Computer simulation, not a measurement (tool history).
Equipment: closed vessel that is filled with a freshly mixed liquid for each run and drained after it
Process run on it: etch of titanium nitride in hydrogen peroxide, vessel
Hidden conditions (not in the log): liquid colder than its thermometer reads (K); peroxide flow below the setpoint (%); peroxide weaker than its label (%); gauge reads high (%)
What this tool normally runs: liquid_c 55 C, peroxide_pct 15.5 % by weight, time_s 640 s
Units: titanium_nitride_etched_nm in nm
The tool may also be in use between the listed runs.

run     day  liquid_c  peroxide_pct  time_s  wafers since the last listed run  hours since the thermometer was replaced  hours since the peroxide flow meter was replaced  hours since the drum of peroxide was connected  hours since the gauge calibration  read-back film thickness of the titanium nitride reference wafer, read on the same gauge (nm)  titanium_nitride_etched_nm
  1       0        55          15.5     640                                 0                                     539.6                                            1447.8                                          1140.3                              511.2                                                                                         109.97                       42.21
  2   0.596        55          15.5     640                              1346                                     553.9                                            1462.1                                          1154.6                              525.5                                                                                         110.02                       40.85
  3   2.088        55          15.5     640                              3372                                     589.7                                            1497.9                                          1190.4                              561.3                                                                                         110.01                       41.35
  4   3.208        55          15.5     465                              2533                                     616.6                                            1524.8                                          1217.3                              588.2                                                                                         110.01                        29.8
  5   3.846        55          15.5     465                              1441                                     631.9                                            1540.1                                          1232.6                              603.5                                                                                         109.98                       30.37
  6     4.7        55          15.5     875                              1930                                     652.4                                            1560.6                                          1253.1                                624                                                                                         110.01                       54.98
  7   5.971        55          15.5     875                              2872                                     682.9                                            1591.1                                          1283.6                              654.5                                                                                         110.02                       55.33
  8   6.596      48.5          15.5     465                              1412                                     697.9                                            1606.1                                          1298.6                              669.5                                                                                         109.99                       18.67
  9   7.271        61            18     640                              1525                                     714.1                                            1622.3                                          1314.8                              685.7                                                                                         110.01                       64.34
      8.462  -- new drum of peroxide connected
      8.471  -- thermometer replaced
 10   8.704        61            18     640                              3123                                       5.6                                            1656.7                                             5.8                              720.1                                                                                         109.99                       69.84
 11   9.383        55          15.5     640                              1535                                      21.9                                              1673                                            22.1                              736.4                                                                                         109.99                       44.59
 12  10.079        55          19.5     750                              1573                                      38.6                                            1689.7                                            38.8                              753.1                                                                                         110.01                       55.69
 13  10.762        63            14     640                              1544                                        55                                            1706.1                                            55.2                              769.5                                                                                            110                       76.41
     11.321  -- peroxide flow meter replaced
 14  11.346      64.5          15.5     640                              1224                                        69                                               0.6                                            69.2                              783.5                                                                                         109.99                       84.89
     11.608  -- gauge calibrated
 15  12.704        59            12     640                              3070                                     101.6                                              33.2                                           101.8                               26.3                                                                                         110.01                       56.23
 16  13.879        55          15.5     640                              2656                                     129.8                                              61.4                                             130                               54.5                                                                                         110.01                       43.97
 17  14.829      52.5            14     930                              2147                                     152.6                                              84.2                                           152.8                               77.3                                                                                         109.98                       53.08
 18  15.729        48          12.5     540                              2034                                     174.2                                             105.8                                           174.4                               98.9                                                                                         110.02                       21.57
 19  16.804        55            12     640                              2430                                       200                                             131.6                                           200.2                              124.7                                                                                         109.98                       41.35
 20  17.875        55          15.5     640                              2420                                     225.7                                             157.3                                           225.9                              150.4                                                                                         110.02                       43.97
 21  18.404        55          15.5     875                              1196                                     238.4                                               170                                           238.6                              163.1                                                                                         109.99                       60.57
 22  19.808        55          15.5     995                              3174                                     272.1                                             203.7                                           272.3                              196.8                                                                                            110                       66.96
 23  20.329        55          15.5     640                              1177                                     284.6                                             216.2                                           284.8                              209.3                                                                                            110                       42.86
 24  20.854        51          19.5     870                              1186                                     297.2                                             228.8                                           297.4                              221.9                                                                                         109.99                        46.6
 25  21.938        55          15.5     640                              2448                                     323.2                                             254.8                                           323.4                              247.9                                                                                         109.99                       43.06
 26  22.788        50            19     640                              1921                                     343.6                                             275.2                                           343.8                              268.3                                                                                         109.99                       31.48
 27  23.896        55            19    1020                              2505                                     370.2                                             301.8                                           370.4                              294.9                                                                                         110.01                       71.18
 28  24.662        55          15.5     640                              1733                                     388.6                                             320.2                                           388.8                              313.3                                                                                            110                       43.39
 29  26.108        51            12     300                              3268                                     423.3                                             354.9                                           423.5                                348                                                                                         109.98                       14.06

Selected run-to-run steps in titanium_nitride_etched_nm, each split into two signed amounts: the part the tool would show with no hidden state at all (from settings, incoming material and random variation), and the remainder, which goes to the hidden state together with any gauge scatter not common to the measured and the hidden-state-free results:
Run 8 -> 9: liquid_c 48.5 -> 61, peroxide_pct 15.5 -> 18, time_s 465 -> 640. titanium_nitride_etched_nm +45.67 nm: hidden state -4.86, all else +50.53.
Run 9 -> 10: new drum of peroxide connected, thermometer replaced. titanium_nitride_etched_nm +5.5 nm: hidden state +6.96, all else -1.46.
Run 26 -> 27: liquid_c 50 -> 55, time_s 640 -> 1020. titanium_nitride_etched_nm +39.7 nm: hidden state -2.33, all else +42.03.
